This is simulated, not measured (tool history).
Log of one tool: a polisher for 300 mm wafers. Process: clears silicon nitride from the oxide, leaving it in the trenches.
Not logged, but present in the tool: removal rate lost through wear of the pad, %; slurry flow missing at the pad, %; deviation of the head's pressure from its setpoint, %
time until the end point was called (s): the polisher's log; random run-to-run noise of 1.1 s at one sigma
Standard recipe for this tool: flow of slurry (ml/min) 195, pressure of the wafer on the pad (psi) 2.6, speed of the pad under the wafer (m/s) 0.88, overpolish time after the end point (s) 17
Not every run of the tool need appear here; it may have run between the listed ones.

run,day,flow of slurry (ml/min),pressure of the wafer on the pad (psi),speed of the pad under the wafer (m/s),overpolish time after the end point (s),wafers since the last listed run,wafers polished on this pad,hours since the slurry nozzle was cleaned,hours since the head pressure was calibrated,"incoming thickness of the incoming film, nm",time until the end point was called (s)
1,0,195,2.6,0.78,17,0,52,237.6,529.8,55.2,78.8
2,0.629,195,2.6,0.78,17,128,180,252.7,544.9,55.5,82.1
3,1.275,195,2.6,0.78,17,131,312,268.2,560.4,54.8,85.2
4,1.854,195,2.6,0.88,17,118,430,282.1,574.3,55,77.4
5,2.446,195,2.6,0.88,17,120,551,296.3,588.5,55.2,80.3
# day 2.646: worn pad replaced by a new one
6,3.067,195,2.6,0.88,17,92,85,311.2,603.4,54.1,72
7,3.754,195,2.6,0.7,17,140,226,327.7,619.9,53.7,86.4
8,4.425,155,2.6,0.88,17,136,362,343.8,636,55.4,80.8

Forecast run 9:
9,5.083,155,2.6,0.88,17,134,497,359.6,651.8,55.2,?

{"run 9": {"time until the end point was called (s)": 85.2}}
Without the tool's hidden state the same run would have given time until the end point was called (s) 76.
